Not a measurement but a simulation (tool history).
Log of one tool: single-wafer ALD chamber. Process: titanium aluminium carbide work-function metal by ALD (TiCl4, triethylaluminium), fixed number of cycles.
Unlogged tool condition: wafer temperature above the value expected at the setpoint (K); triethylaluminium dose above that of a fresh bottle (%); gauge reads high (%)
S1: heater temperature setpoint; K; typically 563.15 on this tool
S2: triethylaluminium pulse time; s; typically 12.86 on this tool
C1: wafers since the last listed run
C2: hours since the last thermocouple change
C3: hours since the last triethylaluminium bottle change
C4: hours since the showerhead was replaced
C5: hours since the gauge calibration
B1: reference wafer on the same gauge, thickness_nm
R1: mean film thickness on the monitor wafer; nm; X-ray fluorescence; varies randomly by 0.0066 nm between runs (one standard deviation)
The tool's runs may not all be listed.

{"run": 1, "day": 0.0, "S1": 563.15, "S2": 12.86, "C1": 0, "C2": 2031.7, "C3": 963.7, "C4": 7657.2, "C5": 126.5, "B1": 2.42, "R1": 2.016}
{"run": 2, "day": 0.429, "S1": 560.15, "S2": 16.87, "C1": 83, "C2": 2042.0, "C3": 974.0, "C4": 7667.5, "C5": 136.8, "B1": 2.422, "R1": 2.048}
{"run": 3, "day": 0.838, "S1": 563.15, "S2": 12.86, "C1": 79, "C2": 2051.8, "C3": 983.8, "C4": 7677.3, "C5": 146.6, "B1": 2.42, "R1": 2.012}
{"run": 4, "day": 1.392, "S1": 563.15, "S2": 12.86, "C1": 108, "C2": 2065.1, "C3": 997.1, "C4": 7690.6, "C5": 159.9, "B1": 2.421, "R1": 2.015}
{"run": 5, "day": 2.004, "S1": 563.15, "S2": 12.86, "C1": 119, "C2": 2079.8, "C3": 1011.8, "C4": 7705.3, "C5": 174.6, "B1": 2.418, "R1": 2.022}
{"run": 6, "day": 2.292, "S1": 563.15, "S2": 12.86, "C1": 56, "C2": 2086.7, "C3": 1018.7, "C4": 7712.2, "C5": 181.5, "B1": 2.42, "R1": 2.007}
{"run": 7, "day": 2.646, "S1": 563.15, "S2": 12.86, "C1": 69, "C2": 2095.2, "C3": 1027.2, "C4": 7720.7, "C5": 190.0, "B1": 2.42, "R1": 2.003}
{"run": 8, "day": 3.379, "S1": 563.15, "S2": 12.86, "C1": 143, "C2": 2112.8, "C3": 1044.8, "C4": 7738.3, "C5": 207.6, "B1": 2.419, "R1": 2.011}
{"day": 3.812, "done": "triethylaluminium bottle replaced"}
{"day": 4.088, "done": "showerhead replaced"}
{"run": 9, "day": 4.108, "S1": 563.15, "S2": 9.11, "C1": 23, "C2": 2130.3, "C3": 7.1, "C4": 0.5, "C5": 225.1, "B1": 2.419, "R1": 1.67}
{"run": 10, "day": 4.125, "S1": 563.15, "S2": 9.11, "C1": 3, "C2": 2130.7, "C3": 7.5, "C4": 0.9, "C5": 225.5, "B1": 2.42, "R1": 1.68}
{"day": 4.188, "done": "gauge calibrated"}
{"run": 11, "day": 4.742, "S1": 556.15, "S2": 12.86, "C1": 120, "C2": 2145.5, "C3": 22.3, "C4": 15.7, "C5": 13.3, "B1": 2.422, "R1": 1.835}
{"run": 12, "day": 5.462, "S1": 563.15, "S2": 12.86, "C1": 140, "C2": 2162.8, "C3": 39.6, "C4": 33.0, "C5": 30.6, "B1": 2.42, "R1": 1.895}
{"day": 6.004, "done": "triethylaluminium bottle replaced, repeated, since the last time left the tool worse"}
{"run": 13, "day": 6.025, "S1": 574.15, "S2": 8.51, "C1": 44, "C2": 2176.3, "C3": 0.5, "C4": 46.5, "C5": 44.1, "B1": 2.419, "R1": 2.082}
{"day": 6.504, "done": "thermocouple changed; heater temperature recalibrated"}
{"run": 14, "day": 6.525, "S1": 571.15, "S2": 9.33, "C1": 32, "C2": 0.5, "C3": 12.5, "C4": 58.5, "C5": 56.1, "B1": 2.42, "R1": 2.095}
{"run": 15, "day": 6.842, "S1": 563.15, "S2": 12.86, "C1": 61, "C2": 8.1, "C3": 20.1, "C4": 66.1, "C5": 63.7, "B1": 2.42, "R1": 2.081}
{"run": 16, "day": 7.404, "S1": 563.15, "S2": 12.86, "C1": 109, "C2": 21.6, "C3": 33.6, "C4": 79.6, "C5": 77.2, "B1": 2.419, "R1": 2.078}
{"run": 17, "day": 7.808, "S1": 551.15, "S2": 11.35, "C1": 79, "C2": 31.3, "C3": 43.3, "C4": 89.3, "C5": 86.9, "B1": 2.419, "R1": 1.952}
{"run": 18, "day": 8.338, "S1": 557.15, "S2": 16.66, "C1": 103, "C2": 44.0, "C3": 56.0, "C4": 102.0, "C5": 99.6, "B1": 2.421, "R1": 2.025}
{"run": 19, "day": 8.983, "S1": 553.15, "S2": 15.24, "C1": 126, "C2": 59.5, "C3": 71.5, "C4": 117.5, "C5": 115.1, "B1": 2.419, "R1": 1.996}
{"run": 20, "day": 9.488, "S1": 563.15, "S2": 12.86, "C1": 98, "C2": 71.6, "C3": 83.6, "C4": 129.6, "C5": 127.2, "B1": 2.42, "R1": 2.08}
{"run": 21, "day": 10.167, "S1": 548.15, "S2": 17.44, "C1": 132, "C2": 87.9, "C3": 99.9, "C4": 145.9, "C5": 143.5, "B1": 2.419, "R1": 1.949}
{"run": 22, "day": 10.438, "S1": 551.15, "S2": 17.86, "C1": 52, "C2": 94.4, "C3": 106.4, "C4": 152.4, "C5": 150.0, "B1": 2.42, "R1": 1.988}
{"run": 23, "day": 11.038, "S1": 563.15, "S2": 12.86, "C1": 117, "C2": 108.8, "C3": 120.8, "C4": 166.8, "C5": 164.4, "B1": 2.421, "R1": 2.073}
{"run": 24, "day": 11.321, "S1": 548.15, "S2": 10.51, "C1": 55, "C2": 115.6, "C3": 127.6, "C4": 173.6, "C5": 171.2, "B1": 2.42, "R1": 1.878}
{"run": 25, "day": 11.788, "S1": 569.15, "S2": 11.24, "C1": 91, "C2": 126.8, "C3": 138.8, "C4": 184.8, "C5": 182.4, "B1": 2.419, "R1": 2.105}

Each row is a separate what-if for the run after 25, all from the same tool condition, not one after another. Results?
{"run": "A", "day": 11.804, "S1": 576.15, "S2": 12.86, "C1": 3, "C2": 127.2, "C3": 139.2, "C4": 185.2, "C5": 182.8, "B1": "?", "R1": "?"}
{"run": "B", "day": 11.804, "S1": 557.15, "S2": 10.57, "C1": 3, "C2": 127.2, "C3": 139.2, "C4": 185.2, "C5": 182.8, "B1": "?", "R1": "?"}
{"run": "C", "day": 11.804, "S1": 571.15, "S2": 10.45, "C1": 3, "C2": 127.2, "C3": 139.2, "C4": 185.2, "C5": 182.8, "B1": "?", "R1": "?"}

run=A B1=2.421 R1=2.195
run=B B1=2.421 R1=1.966
run=C B1=2.421 R1=2.102
Stripped of hidden state, with their random variation kept, the same runs would have yielded:
run=A R1=2.200
run=B R1=1.975
run=C R1=2.112
